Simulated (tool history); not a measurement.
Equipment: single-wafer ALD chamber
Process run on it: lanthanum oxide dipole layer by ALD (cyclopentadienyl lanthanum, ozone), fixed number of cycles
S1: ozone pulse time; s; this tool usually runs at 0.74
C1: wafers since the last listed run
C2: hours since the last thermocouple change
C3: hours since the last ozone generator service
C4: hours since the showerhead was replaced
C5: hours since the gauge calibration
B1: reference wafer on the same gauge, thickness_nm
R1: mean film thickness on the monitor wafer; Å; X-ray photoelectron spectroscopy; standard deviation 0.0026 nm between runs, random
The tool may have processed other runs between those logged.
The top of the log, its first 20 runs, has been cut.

run     day    S1   C1     C2     C3      C4     C5     B1    R1
 21  20.862  0.53  452   51.6  264.7  3126.9   31.3  0.505  3.51
 22  21.621   0.5  307   69.8  282.9  3145.1   49.5  0.505  3.41
 23  22.612  0.61  401   93.6  306.7  3168.9   73.3  0.506  3.89
     23.658  -- showerhead replaced
 24  23.679  0.46  297  119.2  332.3     0.5   98.9  0.508  3.19
 25  24.288  0.58  246  133.8  346.9    15.1  113.5  0.506  3.76
 26  25.121  0.74  337  153.8  366.9    35.1  133.5  0.507  4.31
 27  25.812  0.74  280  170.4  383.5    51.7  150.1  0.507  4.34
 28    27.3  1.01  602  206.1  419.2    87.4  185.8  0.508   4.9
 29  27.875  1.02  233  219.9    433   101.2  199.6  0.509   4.9
 30  28.604  0.91  295  237.4  450.5   118.7  217.1  0.509  4.74
 31  29.608  0.45  406  261.5  474.6   142.8  241.2  0.509  3.12
 32    30.5     1  361  282.9    496   164.2  262.6  0.509  4.89
 33  31.692  0.57  482  311.5  524.6   192.8  291.2   0.51  3.75
 34  32.254  0.81  227    325  538.1   206.3  304.7  0.511  4.52
 35  33.188  0.74  378  347.4  560.5   228.7  327.1  0.511  4.38

Branching from run 35: 3 alternative next runs. What would each branch give?
  A  33.204  0.99   6  347.8  560.9  229.1  327.5   ?   ?
  B  33.204  1.03   6  347.8  560.9  229.1  327.5   ?   ?
  C  33.204  0.54   6  347.8  560.9  229.1  327.5   ?   ?

run     B1    R1
  A  0.511  4.93
  B  0.511  4.99
  C  0.511  3.64
Had the tool no hidden state, the same runs would have come out as:
run    R1
  A  4.87
  B  4.93
  C  3.59
